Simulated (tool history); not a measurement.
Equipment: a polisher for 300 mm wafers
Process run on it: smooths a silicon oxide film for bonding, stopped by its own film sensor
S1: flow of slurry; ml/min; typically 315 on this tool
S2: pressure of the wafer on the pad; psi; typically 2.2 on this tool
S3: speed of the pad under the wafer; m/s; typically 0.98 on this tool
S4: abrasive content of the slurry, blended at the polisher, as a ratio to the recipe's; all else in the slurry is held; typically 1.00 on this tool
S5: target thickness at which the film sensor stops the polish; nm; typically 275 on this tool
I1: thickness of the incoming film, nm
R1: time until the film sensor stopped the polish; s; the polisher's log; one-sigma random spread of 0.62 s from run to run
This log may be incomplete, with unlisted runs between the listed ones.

Run 1, day 0.000: usual settings but S1 360 ml/min; I1 326.9. Result: R1 67.8 s.
Run 2, day 2.617: usual settings; I1 321.8. Result: R1 61.8 s.
Run 3, day 3.771: usual settings but S3 1.06 m/s, S5 270 nm; I1 324.9. Result: R1 68.3 s.
Run 4, day 5.342: usual settings; I1 315.7. Result: R1 54.5 s.
Run 5, day 7.771: usual settings; I1 318.8. Result: R1 57.1 s.
At day 8.742: slurry nozzle cleaned.
Run 6, day 8.996: usual settings; I1 317.6. Result: R1 56.6 s.
At day 9.908: slurry blender recalibrated.
Run 7, day 10.450: usual settings; I1 315.5. Result: R1 50.1 s.
Run 8, day 13.404: usual settings but S3 1.14 m/s, S5 291 nm; I1 320.0. Result: R1 33.1 s.
At day 14.917: worn pad replaced by a new one.
Run 9, day 16.271: usual settings but S1 405 ml/min, S5 271 nm; I1 322.0. Result: R1 64.7 s.
Run 10, day 18.683: usual settings but S1 280 ml/min, S2 1.9 psi, S4 0.75; I1 320.0. Result: R1 80.6 s.
Run 11, day 20.438: usual settings but S1 405 ml/min, S2 2.8 psi, S3 1.14 m/s, S4 1.15; I1 322.5. Result: R1 40.6 s.
Run 12, day 21.900: usual settings but S2 2.6 psi, S4 0.75; I1 322.7. Result: R1 62.1 s.
At day 27.896: slurry nozzle cleaned.
Run 13, day 29.325: usual settings; I1 324.1. Result: R1 64.6 s.
Run 14, day 31.821: usual settings but S1 345 ml/min, S4 1.25, S5 269 nm; I1 321.1. Result: R1 62.4 s.
Run 15, day 33.383: usual settings but S1 360 ml/min, S2 2.9 psi, S4 1.15, S5 288 nm; I1 320.4. Result: R1 29.7 s.
At day 34.142: head pressure recalibrated.
At day 34.638: slurry blender recalibrated.
Run 16, day 36.083: usual settings but S2 1.5 psi, S4 0.75, S5 284 nm; I1 318.0. Result: R1 71.0 s.
At day 38.492: worn pad replaced by a new one.
Run 17, day 39.058: usual settings; I1 320.4. Result: R1 57.1 s.
Run 18, day 40.462: usual settings but S1 390 ml/min, S4 1.10, S5 263 nm; I1 319.7. Result: R1 68.1 s.
Run 19, day 41.688: usual settings but S1 350 ml/min, S2 1.8 psi; I1 324.5. Result: R1 76.4 s.
Run 20, day 42.946: usual settings but S1 420 ml/min, S2 1.8 psi, S3 0.68 m/s, S4 1.15; I1 320.3. Result: R1 79.7 s.
Run 21, day 45.029: usual settings; I1 317.8. Result: R1 55.8 s.
Run 22, day 46.521: usual settings but S1 370 ml/min, S4 1.20; I1 316.5. Result: R1 49.3 s.
At day 47.167: slurry nozzle cleaned.
Run 23, day 48.625: usual settings but S1 270 ml/min, S2 1.7 psi, S3 1.14 m/s, S5 263 nm; I1 325.3. Result: R1 99.5 s.
Run 24, day 50.225: usual settings but S2 2.8 psi, S3 0.76 m/s, S5 284 nm; I1 323.9. Result: R1 48.6 s.
Run 25, day 52.875: usual settings but S5 268 nm; I1 320.5. Result: R1 71.0 s.
Run 26, day 55.562: usual settings; I1 322.7. Result: R1 63.6 s.
Run 27, day 56.621: usual settings but S1 220 ml/min, S2 1.4 psi, S4 0.75, S5 286 nm; I1 315.6. Result: R1 76.6 s.
At day 57.392: slurry blender recalibrated.
At day 63.600: worn pad replaced by a new one.
Run 28, day 63.829: usual settings but S4 0.70; I1 322.8. Result: R1 75.3 s.
At day 66.188: slurry nozzle cleaned.
Run 29, day 68.221: usual settings but S1 235 ml/min, S3 0.78 m/s, S5 260 nm; I1 321.8. Result: R1 95.8 s.

Here are 5 independent what-if runs from the current tool condition. What would each one return?
Run A, day 68.238: usual settings but S5 280 nm; I1 318.3. Result: R1 ?.
Run B, day 68.238: usual settings but S1 230 ml/min; I1 318.3. Result: R1 ?.
Run C, day 68.238: usual settings but S1 390 ml/min, S2 1.5 psi; I1 318.3. Result: R1 ?.
Run D, day 68.238: usual settings but S1 350 ml/min, S3 0.66 m/s; I1 318.3. Result: R1 ?.
Run E, day 68.238: usual settings but S3 1.08 m/s; I1 318.3. Result: R1 ?.

run    R1
  A  49.1
  B  57.5
  C  79.9
  D  68.2
  E  52.4
Had the tool no hidden state, the same runs would have come out as:
run    R1
  A  45.3
  B  53.1
  C  73.7
  D  62.9
  E  48.4
